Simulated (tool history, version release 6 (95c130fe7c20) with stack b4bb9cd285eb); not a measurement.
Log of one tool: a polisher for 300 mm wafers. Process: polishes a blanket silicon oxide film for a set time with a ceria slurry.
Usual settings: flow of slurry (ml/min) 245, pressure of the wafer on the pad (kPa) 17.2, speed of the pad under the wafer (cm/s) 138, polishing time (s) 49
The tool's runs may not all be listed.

run    hour  flow of slurry (ml/min)  pressure of the wafer on the pad (kPa)  speed of the pad under the wafer (cm/s)  polishing time (s)  incoming thickness of the incoming film, nm  film removed (nm)
  1       0                      245                                    17.2                                      138                  49                                       1661.8                218
  2   107.2                      245                                    17.2                                      138                  49                                       1636.9              213.3
  3   211.9                      245                                    17.2                                      138                  49                                       1641.6              217.3
  4   316.9                      245                                    17.2                                      138                  57                                         1616              252.2
  5   376.3                      245                                    17.2                                      138                  57                                       1608.3              249.9
  6   652.8                      245                                    17.2                                      138                  54                                       1653.9                247
  7   716.6                      245                                    17.2                                      112                  49                                       1648.6              184.8
  8   781.8                      245                                    17.2                                      112                  49                                       1635.9              181.8
  9   870.4                      245                                    17.2                                      112                  49                                       1656.1              179.3
 10   935.9                      245                                    17.2                                      138                  61                                       1652.1                270
 11   993.9                      245                                    17.2                                      138                  49                                       1644.6              209.6
 12  1077.7                      245                                    17.2                                      138                  49                                       1631.3              222.1
 13  1170.9                      170                                    12.4                                      160                  35                                       1651.3              131.3
 14  1227.5                      245                                    17.2                                      138                  49                                       1664.9                218
 15  1309.7                      180                                    17.2                                      176                  39                                         1650              215.8
 16  1355.8                      185                                    21.4                                       92                  39                                       1652.9              142.6
 17  1451.3                      245                                    11.7                                      138                  49                                       1675.2              160.6
 18  1527.9                      210                                    17.2                                      138                  57                                       1659.3              268.4
 19  1582.6                      245                                    17.2                                      138                  49                                       1648.2              220.1
 20  1688.5                      330                                    19.3                                      176                  36                                       1650.7              238.3
 21  1760.4                      245                                    17.2                                      138                  43                                       1635.2              201.3
 22  1798.1                      245                                    17.2                                      138                  49                                         1649              234.8
 23  1853.4                      210                                    17.2                                      138                  58                                       1659.8              266.1
 24  1906.1                      320                                    17.2                                      162                  49                                       1653.8              262.7

Taken out of this log: 10 entries between the listed runs. Where each belongs, and how the hidden state differs across it:
Between runs 2 and 3: worn pad replaced by a new one (hour 202.9)
  removal rate lost through wear of the pad, %: 4.24 -> 0.5; deviation of the head's pressure from its setpoint, %: -6.79 -> -7.59
  measured less the result without the state, film removed (nm): -25.5 -> -18.8
Between runs 5 and 6: head pressure recalibrated (hour 383.2); slurry nozzle cleaned (hour 401.4); worn pad replaced by a new one (hour 616)
  removal rate lost through wear of the pad, %: 3.05 -> 1.06; deviation of the head's pressure from its setpoint, %: -8.85 -> -1.34
  measured less the result without the state, film removed (nm): -32.5 -> -6
Between runs 10 and 11: slurry nozzle cleaned (hour 951.7)
  removal rate lost through wear of the pad, %: 5.45 -> 6.35; deviation of the head's pressure from its setpoint, %: -3.5 -> -3.95
  measured less the result without the state, film removed (nm): -25.8 -> -23.3
Between runs 11 and 12: worn pad replaced by a new one (hour 1004)
  removal rate lost through wear of the pad, %: 6.35 -> 1.17; deviation of the head's pressure from its setpoint, %: -3.95 -> -4.59
  measured less the result without the state, film removed (nm): -23.3 -> -13.3
Between runs 15 and 16: worn pad replaced by a new one (hour 1350.2)
  removal rate lost through wear of the pad, %: 4.77 -> 0.944; deviation of the head's pressure from its setpoint, %: -6.36 -> -6.71
  measured less the result without the state, film removed (nm): -26 -> -11.6
Between runs 16 and 17: head pressure recalibrated (hour 1436.5)
  removal rate lost through wear of the pad, %: 0.944 -> 2.42; deviation of the head's pressure from its setpoint, %: -6.71 -> 0.564
  measured less the result without the state, film removed (nm): -11.6 -> -3
Between runs 17 and 18: slurry nozzle cleaned (hour 1482)
  removal rate lost through wear of the pad, %: 2.42 -> 3.61; deviation of the head's pressure from its setpoint, %: 0.564 -> -0.0216
  measured less the result without the state, film removed (nm): -3 -> -10.1
Between runs 20 and 21: worn pad replaced by a new one (hour 1744.8)
  removal rate lost through wear of the pad, %: 6.1 -> 1.31; deviation of the head's pressure from its setpoint, %: -1.25 -> -1.8
  measured less the result without the state, film removed (nm): -18.7 -> -6.4
